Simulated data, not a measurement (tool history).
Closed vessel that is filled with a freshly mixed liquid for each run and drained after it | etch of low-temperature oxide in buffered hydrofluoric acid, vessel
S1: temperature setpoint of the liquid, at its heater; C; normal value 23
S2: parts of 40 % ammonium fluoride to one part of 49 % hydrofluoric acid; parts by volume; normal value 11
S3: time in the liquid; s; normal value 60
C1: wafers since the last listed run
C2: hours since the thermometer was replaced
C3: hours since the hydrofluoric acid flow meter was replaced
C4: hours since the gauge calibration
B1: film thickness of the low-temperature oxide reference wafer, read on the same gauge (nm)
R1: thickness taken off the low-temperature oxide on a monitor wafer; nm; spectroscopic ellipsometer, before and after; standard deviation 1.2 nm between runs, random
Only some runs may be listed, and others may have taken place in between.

run,hour,S1,S2,S3,C1,C2,C3,C4,B1,R1
1,0,20,8.5,60,0,1117.2,53.9,715.2,70,359.91
2,37.8,23,11,60,4231,1155,91.7,753,69.98,337.07
3,62.3,23,11,60,2742,1179.5,116.2,777.5,70.01,337.99
4,104.8,23,11,60,4757,1222,158.7,820,69.99,338.07
5,172.5,24.5,11,60,7578,1289.7,226.4,887.7,70,364.77
6,368.8,24.5,11,60,21974,1486,422.7,1084,70.01,358.73
7,422.1,24,11,60,5966,1539.3,476,1137.3,70.01,346.96
# hour 454: thermometer replaced
8,461.4,24,11,60,4287,7.4,515.3,1176.6,70.01,346.48
9,497.1,24,11,60,3996,43.1,551,1212.3,70.02,348.32
10,562.6,23,11,60,7332,108.6,616.5,1277.8,69.98,326.56
11,627.8,24.5,11,60,7298,173.8,681.7,1343,69.99,354.77
# hour 679.3: gauge calibrated
12,681.5,23,11,60,6011,227.5,735.4,2.2,69.98,321.46
# hour 695.3: hydrofluoric acid flow meter replaced
13,727.2,27.5,8,60,5003,273.2,31.9,47.9,70.01,577.3
14,797.4,23,11,60,7858,343.4,102.1,118.1,70,337.42
15,842.4,25.5,13,60,5037,388.4,147.1,163.1,70,327.75
16,890,23,11,45,5328,436,194.7,210.7,70,251.69
17,925.8,26,12.5,30,4007,471.8,230.5,246.5,70.01,173.98
18,970.1,24,11,60,4958,516.1,274.8,290.8,69.99,353.14
19,1027.8,19,14.5,75,6459,573.8,332.5,348.5,70,251.83
20,1071.4,18.5,11,60,4880,617.4,376.1,392.1,70.03,258.12
21,1121.7,23,13,80,5630,667.7,426.4,442.4,70.02,373.01

Forecast each of these 3 alternatives for the next run:
A,1122.4,23,6.5,60,78,668.4,427.1,443.1,?,?
B,1122.4,21.5,9.5,60,78,668.4,427.1,443.1,?,?
C,1122.4,24.5,7,75,78,668.4,427.1,443.1,?,?

run,B1,R1
A,70.02,544.09
B,70.02,348.44
C,70.02,687.66
The same runs, with their run-to-run variation unchanged, on a tool lacking any hidden condition would have given:
run,R1
A,558.94
B,355.31
C,710.99
